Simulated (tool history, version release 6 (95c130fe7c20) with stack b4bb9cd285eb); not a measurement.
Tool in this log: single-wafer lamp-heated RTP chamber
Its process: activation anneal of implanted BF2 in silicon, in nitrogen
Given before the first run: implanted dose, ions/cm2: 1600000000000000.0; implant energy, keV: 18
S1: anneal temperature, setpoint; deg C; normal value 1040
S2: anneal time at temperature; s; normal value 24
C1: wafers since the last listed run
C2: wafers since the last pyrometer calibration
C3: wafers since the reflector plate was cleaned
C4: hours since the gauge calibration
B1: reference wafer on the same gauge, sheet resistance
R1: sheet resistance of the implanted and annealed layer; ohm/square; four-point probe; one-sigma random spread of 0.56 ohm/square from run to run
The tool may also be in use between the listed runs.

{"run": 1, "day": 0.0, "S1": 1040, "S2": 24, "C1": 0, "C2": 7466, "C3": 9839, "C4": 188.0, "B1": 151.91, "R1": 125.33}
{"run": 2, "day": 0.742, "S1": 1040, "S2": 24, "C1": 157, "C2": 7623, "C3": 9997, "C4": 205.8, "B1": 152.07, "R1": 124.63}
{"run": 3, "day": 1.196, "S1": 1055, "S2": 24, "C1": 96, "C2": 7720, "C3": 10093, "C4": 216.7, "B1": 152.06, "R1": 110.8}
{"run": 4, "day": 1.562, "S1": 1055, "S2": 24, "C1": 77, "C2": 7797, "C3": 10171, "C4": 225.5, "B1": 152.07, "R1": 111.33}
{"run": 5, "day": 2.017, "S1": 1052, "S2": 24, "C1": 96, "C2": 7894, "C3": 10268, "C4": 236.4, "B1": 152.0, "R1": 113.79}
{"run": 6, "day": 2.658, "S1": 1052, "S2": 24, "C1": 136, "C2": 8030, "C3": 10404, "C4": 251.8, "B1": 152.07, "R1": 114.71}
{"run": 7, "day": 3.117, "S1": 1040, "S2": 24, "C1": 97, "C2": 8128, "C3": 10501, "C4": 262.8, "B1": 152.01, "R1": 125.73}
{"run": 8, "day": 4.321, "S1": 1040, "S2": 24, "C1": 255, "C2": 8383, "C3": 10757, "C4": 291.7, "B1": 152.1, "R1": 124.77}
{"run": 9, "day": 5.008, "S1": 1040, "S2": 21, "C1": 146, "C2": 8529, "C3": 10903, "C4": 308.2, "B1": 152.05, "R1": 127.4}
{"run": 10, "day": 5.521, "S1": 1040, "S2": 21, "C1": 108, "C2": 8638, "C3": 11012, "C4": 320.5, "B1": 151.98, "R1": 127.72}
{"run": 11, "day": 6.112, "S1": 1040, "S2": 24, "C1": 125, "C2": 8764, "C3": 11138, "C4": 334.7, "B1": 151.98, "R1": 124.89}
{"day": 6.854, "done": "reflector plate cleaned"}
{"run": 12, "day": 6.875, "S1": 1040, "S2": 24, "C1": 91, "C2": 8855, "C3": 4, "C4": 353.0, "B1": 152.01, "R1": 132.62}
{"run": 13, "day": 6.929, "S1": 1040, "S2": 24, "C1": 11, "C2": 8867, "C3": 16, "C4": 354.3, "B1": 151.92, "R1": 132.39}
{"run": 14, "day": 7.279, "S1": 1062, "S2": 24, "C1": 74, "C2": 8941, "C3": 90, "C4": 362.7, "B1": 152.03, "R1": 113.19}
{"run": 15, "day": 7.7, "S1": 1040, "S2": 24, "C1": 89, "C2": 9030, "C3": 179, "C4": 372.8, "B1": 151.88, "R1": 131.92}
{"run": 16, "day": 8.0, "S1": 1026, "S2": 24, "C1": 63, "C2": 9094, "C3": 243, "C4": 380.0, "B1": 152.03, "R1": 144.73}
{"day": 8.646, "done": "pyrometer window cleaned and pyrometer calibrated"}
{"run": 17, "day": 8.667, "S1": 1017, "S2": 36, "C1": 70, "C2": 4, "C3": 314, "C4": 396.0, "B1": 152.07, "R1": 142.0}
{"run": 18, "day": 8.9, "S1": 1040, "S2": 12, "C1": 49, "C2": 54, "C3": 363, "C4": 401.6, "B1": 152.11, "R1": 150.89}
{"run": 19, "day": 9.288, "S1": 1017, "S2": 36, "C1": 82, "C2": 136, "C3": 446, "C4": 410.9, "B1": 152.09, "R1": 142.5}
{"run": 20, "day": 9.633, "S1": 1040, "S2": 11, "C1": 73, "C2": 209, "C3": 519, "C4": 419.2, "B1": 152.0, "R1": 152.5}
{"run": 21, "day": 10.042, "S1": 1065, "S2": 12, "C1": 86, "C2": 296, "C3": 606, "C4": 429.0, "B1": 152.04, "R1": 125.9}
{"run": 22, "day": 10.496, "S1": 1013, "S2": 38, "C1": 96, "C2": 393, "C3": 702, "C4": 439.9, "B1": 151.96, "R1": 144.69}
{"run": 23, "day": 10.812, "S1": 1026, "S2": 24, "C1": 67, "C2": 460, "C3": 770, "C4": 447.5, "B1": 151.88, "R1": 143.3}
{"day": 10.971, "done": "gauge calibrated"}
{"run": 24, "day": 11.388, "S1": 1040, "S2": 24, "C1": 122, "C2": 582, "C3": 892, "C4": 10.0, "B1": 151.99, "R1": 130.4}

The next listed run, before its measurement:
{"run": 25, "day": 11.875, "S1": 1040, "S2": 36, "C1": 103, "C2": 686, "C3": 995, "C4": 21.7, "B1": "?", "R1": "?"}

{"run 25": {"B1": 151.95, "R1": 120.24}}
With the hidden condition absent and the run-to-run variation left alone, this run would have shown R1 123.07 ohm/square.
